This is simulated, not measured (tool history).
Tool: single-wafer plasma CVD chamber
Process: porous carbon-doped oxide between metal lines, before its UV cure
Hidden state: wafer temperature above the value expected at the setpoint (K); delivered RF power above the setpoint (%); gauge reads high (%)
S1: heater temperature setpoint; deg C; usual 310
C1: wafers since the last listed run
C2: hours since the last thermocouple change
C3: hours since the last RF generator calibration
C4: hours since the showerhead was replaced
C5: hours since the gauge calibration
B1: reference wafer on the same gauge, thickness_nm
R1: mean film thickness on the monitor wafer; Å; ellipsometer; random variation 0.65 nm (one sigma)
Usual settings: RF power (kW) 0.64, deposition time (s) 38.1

run 1 hour=0 | S1=310 RF_power_(kW)=0.64 deposition_time_(s)=38.1 | C1=0 C2=2015.1 C3=1650.2 C4=4781 C5=633.4 | B1=241.1 | R1=2221.08
run 2 hour=31.8 | S1=310 RF_power_(kW)=0.67 deposition_time_(s)=38.1 | C1=817 C2=2046.9 C3=1682 C4=4812.8 C5=665.2 | B1=240.949 | R1=2283.85
run 3 hour=100.2 | S1=310 RF_power_(kW)=0.67 deposition_time_(s)=38.1 | C1=1759 C2=2115.3 C3=1750.4 C4=4881.2 C5=733.6 | B1=240.965 | R1=2287.94
run 4 hour=135.7 | S1=310 RF_power_(kW)=0.64 deposition_time_(s)=35.3 | C1=912 C2=2150.8 C3=1785.9 C4=4916.7 C5=769.1 | B1=241.156 | R1=2070.7
-- hour=145.5 gauge calibrated
run 5 hour=150.8 | S1=310 RF_power_(kW)=0.64 deposition_time_(s)=38.1 | C1=388 C2=2165.9 C3=1801 C4=4931.8 C5=5.3 | B1=241.107 | R1=2224.69
run 6 hour=186 | S1=310 RF_power_(kW)=0.64 deposition_time_(s)=38.1 | C1=905 C2=2201.1 C3=1836.2 C4=4967 C5=40.5 | B1=241.216 | R1=2210
run 7 hour=206.5 | S1=310 RF_power_(kW)=0.64 deposition_time_(s)=38.1 | C1=527 C2=2221.6 C3=1856.7 C4=4987.5 C5=61 | B1=240.742 | R1=2217.68
run 8 hour=235 | S1=310 RF_power_(kW)=0.64 deposition_time_(s)=38.1 | C1=732 C2=2250.1 C3=1885.2 C4=5016 C5=89.5 | B1=241.293 | R1=2205.49
-- hour=270.7 RF generator calibrated
run 9 hour=271.2 | S1=300 RF_power_(kW)=0.64 deposition_time_(s)=38.1 | C1=725 C2=2286.3 C3=0.5 C4=5052.2 C5=125.7 | B1=240.948 | R1=2411.73
run 10 hour=304.4 | S1=300 RF_power_(kW)=0.64 deposition_time_(s)=38.1 | C1=853 C2=2319.5 C3=33.7 C4=5085.4 C5=158.9 | B1=240.711 | R1=2423.57
run 11 hour=318.9 | S1=300 RF_power_(kW)=0.64 deposition_time_(s)=38.1 | C1=372 C2=2334 C3=48.2 C4=5099.9 C5=173.4 | B1=240.851 | R1=2410.73
run 12 hour=334.6 | S1=310 RF_power_(kW)=0.64 deposition_time_(s)=38.1 | C1=403 C2=2349.7 C3=63.9 C4=5115.6 C5=189.1 | B1=240.921 | R1=2268.89
run 13 hour=364.9 | S1=310 RF_power_(kW)=0.64 deposition_time_(s)=35.9 | C1=779 C2=2380 C3=94.2 C4=5145.9 C5=219.4 | B1=240.887 | R1=2147.41
run 14 hour=382.9 | S1=310 RF_power_(kW)=0.64 deposition_time_(s)=35.9 | C1=462 C2=2398 C3=112.2 C4=5163.9 C5=237.4 | B1=241.111 | R1=2146.66
run 15 hour=417.1 | S1=325 RF_power_(kW)=0.675 deposition_time_(s)=43.1 | C1=879 C2=2432.2 C3=146.4 C4=5198.1 C5=271.6 | B1=240.954 | R1=2425.42
run 16 hour=442 | S1=310 RF_power_(kW)=0.64 deposition_time_(s)=41.7 | C1=640 C2=2457.1 C3=171.3 C4=5223 C5=296.5 | B1=240.977 | R1=2479.82
run 17 hour=455.3 | S1=296 RF_power_(kW)=0.765 deposition_time_(s)=45.3 | C1=342 C2=2470.4 C3=184.6 C4=5236.3 C5=309.8 | B1=241.019 | R1=3260.87
run 18 hour=478.4 | S1=310 RF_power_(kW)=0.64 deposition_time_(s)=31.4 | C1=594 C2=2493.5 C3=207.7 C4=5259.4 C5=332.9 | B1=240.99 | R1=1874.52
run 19 hour=508.5 | S1=310 RF_power_(kW)=0.755 deposition_time_(s)=38.1 | C1=774 C2=2523.6 C3=237.8 C4=5289.5 C5=363 | B1=241.039 | R1=2487.95
run 20 hour=533.4 | S1=310 RF_power_(kW)=0.64 deposition_time_(s)=38.1 | C1=640 C2=2548.5 C3=262.7 C4=5314.4 C5=387.9 | B1=240.971 | R1=2260.43
-- hour=559.9 showerhead replaced
run 21 hour=569.2 | S1=310 RF_power_(kW)=0.64 deposition_time_(s)=34.8 | C1=714 C2=2584.3 C3=298.5 C4=9.3 C5=423.7 | B1=241.148 | R1=2065.83
-- hour=611.1 thermocouple changed; heater temperature recalibrated
run 22 hour=611.6 | S1=310 RF_power_(kW)=0.64 deposition_time_(s)=38.1 | C1=884 C2=0.5 C3=340.9 C4=51.7 C5=466.1 | B1=241.07 | R1=2338.48
run 23 hour=629 | S1=325 RF_power_(kW)=0.64 deposition_time_(s)=38.1 | C1=447 C2=17.9 C3=358.3 C4=69.1 C5=483.5 | B1=240.806 | R1=2131.33
run 24 hour=643.9 | S1=310 RF_power_(kW)=0.725 deposition_time_(s)=38.1 | C1=383 C2=32.8 C3=373.2 C4=84 C5=498.4 | B1=240.983 | R1=2498.28
run 25 hour=673.9 | S1=310 RF_power_(kW)=0.7 deposition_time_(s)=38.1 | C1=771 C2=62.8 C3=403.2 C4=114 C5=528.4 | B1=241.067 | R1=2452.92
run 26 hour=703.2 | S1=310 RF_power_(kW)=0.64 deposition_time_(s)=38.1 | C1=753 C2=92.1 C3=432.5 C4=143.3 C5=557.7 | B1=241.22 | R1=2318.29
run 27 hour=736.9 | S1=310 RF_power_(kW)=0.575 deposition_time_(s)=38.1 | C1=866 C2=125.8 C3=466.2 C4=177 C5=591.4 | B1=240.748 | R1=2169.49
run 28 hour=752.8 | S1=310 RF_power_(kW)=0.64 deposition_time_(s)=38.1 | C1=408 C2=141.7 C3=482.1 C4=192.9 C5=607.3 | B1=241.289 | R1=2302.27
run 29 hour=765.2 | S1=303 RF_power_(kW)=0.64 deposition_time_(s)=38.1 | C1=318 C2=154.1 C3=494.5 C4=205.3 C5=619.7 | B1=240.868 | R1=2409.57
run 30 hour=780.3 | S1=310 RF_power_(kW)=0.605 deposition_time_(s)=38.1 | C1=388 C2=169.2 C3=509.6 C4=220.4 C5=634.8 | B1=241.01 | R1=2217.71
run 31 hour=813.5 | S1=322 RF_power_(kW)=0.565 deposition_time_(s)=33.4 | C1=853 C2=202.4 C3=542.8 C4=253.6 C5=668 | B1=240.944 | R1=1756.33
run 32 hour=835 | S1=310 RF_power_(kW)=0.64 deposition_time_(s)=38.1 | C1=552 C2=223.9 C3=564.3 C4=275.1 C5=689.5 | B1=241.173 | R1=2303
run 33 hour=862 | S1=295 RF_power_(kW)=0.525 deposition_time_(s)=38.1 | C1=694 C2=250.9 C3=591.3 C4=302.1 C5=716.5 | B1=240.966 | R1=2257.28

Forecast each of these 5 alternatives for the next run:
run A hour=862.4 | S1=299 RF_power_(kW)=0.64 deposition_time_(s)=38.1 | C1=10 C2=251.3 C3=591.7 C4=302.5 C5=716.9 | B1=? | R1=?
run B hour=862.4 | S1=316 RF_power_(kW)=0.59 deposition_time_(s)=33.3 | C1=10 C2=251.3 C3=591.7 C4=302.5 C5=716.9 | B1=? | R1=?
run C hour=862.4 | S1=316 RF_power_(kW)=0.7 deposition_time_(s)=44.9 | C1=10 C2=251.3 C3=591.7 C4=302.5 C5=716.9 | B1=? | R1=?
run D hour=862.4 | S1=295 RF_power_(kW)=0.64 deposition_time_(s)=38.1 | C1=10 C2=251.3 C3=591.7 C4=302.5 C5=716.9 | B1=? | R1=?
run E hour=862.4 | S1=310 RF_power_(kW)=0.6 deposition_time_(s)=38.1 | C1=10 C2=251.3 C3=591.7 C4=302.5 C5=716.9 | B1=? | R1=?

run=A B1=241.023 R1=2446.17
run=B B1=241.023 R1=1839.81
run=C B1=241.023 R1=2728.81
run=D B1=241.023 R1=2512.03
run=E B1=241.023 R1=2195.41
Without the tool's hidden state the same runs would have given:
run=A R1=2507.45
run=B R1=1884.2
run=C R1=2793.93
run=D R1=2575.3
run=E R1=2248.76
